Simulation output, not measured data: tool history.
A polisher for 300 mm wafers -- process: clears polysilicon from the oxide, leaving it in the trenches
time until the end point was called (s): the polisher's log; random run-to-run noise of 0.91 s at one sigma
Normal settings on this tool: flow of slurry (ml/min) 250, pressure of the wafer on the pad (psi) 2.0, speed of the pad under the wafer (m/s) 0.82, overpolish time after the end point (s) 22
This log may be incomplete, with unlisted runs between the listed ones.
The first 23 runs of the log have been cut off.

run,hour,flow of slurry (ml/min),pressure of the wafer on the pad (psi),speed of the pad under the wafer (m/s),overpolish time after the end point (s),"incoming thickness of the incoming film, nm",time until the end point was called (s)
24,1868.5,250,2.0,0.82,22,649.0,77.5
25,1925.5,215,2.2,0.96,13,649.9,62.4
26,2012.5,250,2.6,0.58,22,648.9,88.9
# hour 2050.2: slurry nozzle cleaned
# hour 2089.8: head pressure recalibrated
27,2092.0,180,2.4,0.94,12,651.3,59.0
28,2198.8,250,2.6,0.58,22,650.7,91.4
# hour 2263.2: worn pad replaced by a new one
29,2506.6,180,2.0,1.02,22,647.7,59.0
30,2545.3,250,2.0,0.68,14,657.6,93.7
31,2592.2,250,2.0,0.96,22,640.9,63.1
32,2663.1,175,1.4,0.82,33,653.7,97.5
# hour 2675.5: slurry nozzle cleaned
33,2706.6,250,2.0,0.82,22,642.5,76.6
34,2769.2,250,2.0,0.82,22,661.2,80.0
35,2873.6,250,2.0,0.82,14,648.8,77.8

Consider 3 possible next runs. They are alternatives, not a sequence: every one starts from the tool as it was left by run 35. What does each give?
A,2874.0,340,2.0,0.82,22,654.3,?
B,2874.0,250,2.7,0.82,34,654.3,?
C,2874.0,315,2.0,0.74,26,654.3,?

run,time until the end point was called (s)
A,76.2
B,61.6
C,84.8
What these runs would have given with no unlogged condition in the tool:
run,time until the end point was called (s)
A,67.2
B,54.3
C,74.8

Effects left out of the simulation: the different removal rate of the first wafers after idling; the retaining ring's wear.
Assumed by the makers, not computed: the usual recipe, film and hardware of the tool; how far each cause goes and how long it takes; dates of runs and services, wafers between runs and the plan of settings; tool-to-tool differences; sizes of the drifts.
